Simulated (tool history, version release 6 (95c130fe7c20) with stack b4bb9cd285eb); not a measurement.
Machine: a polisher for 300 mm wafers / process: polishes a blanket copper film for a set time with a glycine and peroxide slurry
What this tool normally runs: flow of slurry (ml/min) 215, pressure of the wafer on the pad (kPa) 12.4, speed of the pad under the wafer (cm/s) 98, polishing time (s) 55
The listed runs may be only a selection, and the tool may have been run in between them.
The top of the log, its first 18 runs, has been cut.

| run | hour | flow of slurry (ml/min) | pressure of the wafer on the pad (kPa) | speed of the pad under the wafer (cm/s) | polishing time (s) | incoming thickness of the incoming film, nm | film removed (angstrom) |
|---|---|---|---|---|---|---|---|
|  | 241 | worn pad replaced by a new one |
| 19 | 247.2 | 215 | 16.5 | 116 | 71 | 1162.8 | 3953 |
| 20 | 288.2 | 270 | 15.9 | 68 | 55 | 1157.4 | 1977 |
| 21 | 296.2 | 190 | 15.2 | 118 | 55 | 1134 | 2649 |
| 22 | 310.3 | 275 | 9.7 | 82 | 55 | 1169.9 | 1568 |
|  | 343.6 | worn pad replaced by a new one |
| 23 | 359.9 | 215 | 12.4 | 80 | 55 | 1164.4 | 1854 |
| 24 | 375.4 | 215 | 12.4 | 86 | 42 | 1164.9 | 1438 |
|  | 378.5 | head pressure recalibrated |
| 25 | 383.7 | 245 | 10.3 | 114 | 38 | 1144.4 | 1493 |
| 26 | 400.3 | 195 | 9.7 | 76 | 64 | 1149.5 | 1819 |
| 27 | 414.5 | 145 | 15.9 | 116 | 63 | 1161.6 | 3268 |
| 28 | 425.6 | 215 | 14.5 | 114 | 70 | 1149.8 | 3427 |
|  | 446.2 | worn pad replaced by a new one |
| 29 | 478.7 | 215 | 9 | 98 | 39 | 1174.3 | 1263 |
| 30 | 486.9 | 215 | 12.4 | 98 | 55 | 1157.6 | 2217 |
| 31 | 496.3 | 215 | 12.4 | 98 | 55 | 1176.2 | 2196 |

4 options for the next run, each taken on its own from the tool as it stands now. Forecast them:
| A | 496.7 | 255 | 12.4 | 98 | 55 | 1147.9 | ? |
| B | 496.7 | 215 | 15.2 | 98 | 61 | 1147.9 | ? |
| C | 496.7 | 160 | 12.4 | 98 | 55 | 1147.9 | ? |
| D | 496.7 | 235 | 11 | 88 | 55 | 1147.9 | ? |

| run | film removed (angstrom) |
|---|---|
| A | 2232 |
| B | 2838 |
| C | 2120 |
| D | 1899 |
With no hidden state in the tool, these same runs would have given:
| run | film removed (angstrom) |
|---|---|
| A | 2413 |
| B | 3068 |
| C | 2292 |
| D | 2053 |
